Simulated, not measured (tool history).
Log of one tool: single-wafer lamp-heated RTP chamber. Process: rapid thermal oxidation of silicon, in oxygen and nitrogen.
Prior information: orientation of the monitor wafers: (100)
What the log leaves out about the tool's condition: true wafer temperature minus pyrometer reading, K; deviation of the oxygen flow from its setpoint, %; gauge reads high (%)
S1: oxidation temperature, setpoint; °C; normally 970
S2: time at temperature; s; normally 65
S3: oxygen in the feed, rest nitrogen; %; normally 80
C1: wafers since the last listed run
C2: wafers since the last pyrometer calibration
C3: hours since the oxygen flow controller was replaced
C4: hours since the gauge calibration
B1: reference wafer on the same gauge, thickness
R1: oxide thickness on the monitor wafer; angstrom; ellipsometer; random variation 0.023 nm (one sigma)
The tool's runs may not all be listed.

{"run": 1, "hour": 0.0, "S1": 970, "S2": 65, "S3": 80, "C1": 0, "C2": 1578, "C3": 4950.1, "C4": 65.4, "B1": 5.043, "R1": 46.32}
{"run": 2, "hour": 63.0, "S1": 970, "S2": 65, "S3": 80, "C1": 722, "C2": 2300, "C3": 5013.1, "C4": 128.4, "B1": 5.042, "R1": 46.52}
{"run": 3, "hour": 111.6, "S1": 970, "S2": 65, "S3": 80, "C1": 557, "C2": 2857, "C3": 5061.7, "C4": 177, "B1": 5.042, "R1": 46.98}
{"hour": 166.8, "done": "pyrometer window cleaned and pyrometer calibrated"}
{"run": 4, "hour": 171.0, "S1": 970, "S2": 65, "S3": 80, "C1": 589, "C2": 48, "C3": 5121.1, "C4": 236.4, "B1": 5.037, "R1": 45.62}
{"run": 5, "hour": 217.7, "S1": 970, "S2": 65, "S3": 80, "C1": 535, "C2": 583, "C3": 5167.8, "C4": 283.1, "B1": 5.043, "R1": 45.73}
{"run": 6, "hour": 245.0, "S1": 970, "S2": 65, "S3": 80, "C1": 313, "C2": 896, "C3": 5195.1, "C4": 310.4, "B1": 5.044, "R1": 46.06}
{"run": 7, "hour": 300.6, "S1": 989, "S2": 65, "S3": 98, "C1": 637, "C2": 1534, "C3": 5250.7, "C4": 366, "B1": 5.036, "R1": 56.66}
{"run": 8, "hour": 354.3, "S1": 989, "S2": 65, "S3": 98, "C1": 615, "C2": 2150, "C3": 5304.4, "C4": 419.7, "B1": 5.038, "R1": 57.03}
{"run": 9, "hour": 389.4, "S1": 970, "S2": 65, "S3": 80, "C1": 402, "C2": 2552, "C3": 5339.5, "C4": 454.8, "B1": 5.043, "R1": 47.07}
{"hour": 456.9, "done": "pyrometer window cleaned and pyrometer calibrated"}
{"run": 10, "hour": 457.4, "S1": 970, "S2": 65, "S3": 80, "C1": 688, "C2": 6, "C3": 5407.5, "C4": 522.8, "B1": 5.036, "R1": 45.51}
{"run": 11, "hour": 491.7, "S1": 970, "S2": 94, "S3": 61, "C1": 393, "C2": 399, "C3": 5441.8, "C4": 557.1, "B1": 5.042, "R1": 48.67}
{"run": 12, "hour": 531.1, "S1": 958, "S2": 43, "S3": 52, "C1": 451, "C2": 851, "C3": 5481.2, "C4": 596.5, "B1": 5.039, "R1": 32.01}
{"run": 13, "hour": 572.1, "S1": 970, "S2": 65, "S3": 91, "C1": 470, "C2": 1321, "C3": 5522.2, "C4": 637.5, "B1": 5.041, "R1": 47.47}
{"hour": 624.5, "done": "gauge calibrated"}
{"run": 14, "hour": 626.7, "S1": 996, "S2": 52, "S3": 80, "C1": 626, "C2": 1947, "C3": 5576.8, "C4": 2.2, "B1": 5.044, "R1": 50.5}
{"run": 15, "hour": 667.9, "S1": 951, "S2": 77, "S3": 93, "C1": 472, "C2": 2420, "C3": 5618, "C4": 43.4, "B1": 5.037, "R1": 45.96}
{"run": 16, "hour": 717.8, "S1": 979, "S2": 89, "S3": 52, "C1": 572, "C2": 2992, "C3": 5667.9, "C4": 93.3, "B1": 5.03, "R1": 49.55}
{"hour": 782.1, "done": "oxygen flow controller replaced"}
{"run": 17, "hour": 782.6, "S1": 954, "S2": 85, "S3": 66, "C1": 651, "C2": 3643, "C3": 0.5, "C4": 158.1, "B1": 5.043, "R1": 44.86}
{"hour": 796.8, "done": "pyrometer window cleaned and pyrometer calibrated"}
{"run": 18, "hour": 990.2, "S1": 979, "S2": 56, "S3": 80, "C1": 2288, "C2": 2217, "C3": 208.1, "C4": 365.7, "B1": 5.034, "R1": 46.43}
{"run": 19, "hour": 1049.5, "S1": 970, "S2": 65, "S3": 80, "C1": 680, "C2": 2897, "C3": 267.4, "C4": 425, "B1": 5.038, "R1": 47.33}
{"hour": 1102.1, "done": "pyrometer window cleaned and pyrometer calibrated"}
{"run": 20, "hour": 1102.6, "S1": 994, "S2": 96, "S3": 80, "C1": 517, "C2": 5, "C3": 320.5, "C4": 478.1, "B1": 5.041, "R1": 64.09}
{"run": 21, "hour": 1140.2, "S1": 970, "S2": 65, "S3": 80, "C1": 431, "C2": 436, "C3": 358.1, "C4": 515.7, "B1": 5.042, "R1": 45.6}

Below are 4 alternative next runs, each starting from the tool's condition after run 21. Predict each:
{"run": "A", "hour": 1140.6, "S1": 970, "S2": 65, "S3": 58, "C1": 4, "C2": 441, "C3": 358.5, "C4": 516.1, "B1": "?", "R1": "?"}
{"run": "B", "hour": 1140.6, "S1": 960, "S2": 50, "S3": 98, "C1": 4, "C2": 441, "C3": 358.5, "C4": 516.1, "B1": "?", "R1": "?"}
{"run": "C", "hour": 1140.6, "S1": 990, "S2": 65, "S3": 98, "C1": 4, "C2": 441, "C3": 358.5, "C4": 516.1, "B1": "?", "R1": "?"}
{"run": "D", "hour": 1140.6, "S1": 970, "S2": 65, "S3": 66, "C1": 4, "C2": 441, "C3": 358.5, "C4": 516.1, "B1": "?", "R1": "?"}

run=A B1=5.043 R1=41.09
run=B B1=5.043 R1=40.6
run=C B1=5.043 R1=56.4
run=D B1=5.043 R1=42.78
With the hidden condition removed and each run's random variation left untouched, the same runs would have given:
run=A R1=41.04
run=B R1=40.55
run=C R1=56.33
run=D R1=42.73
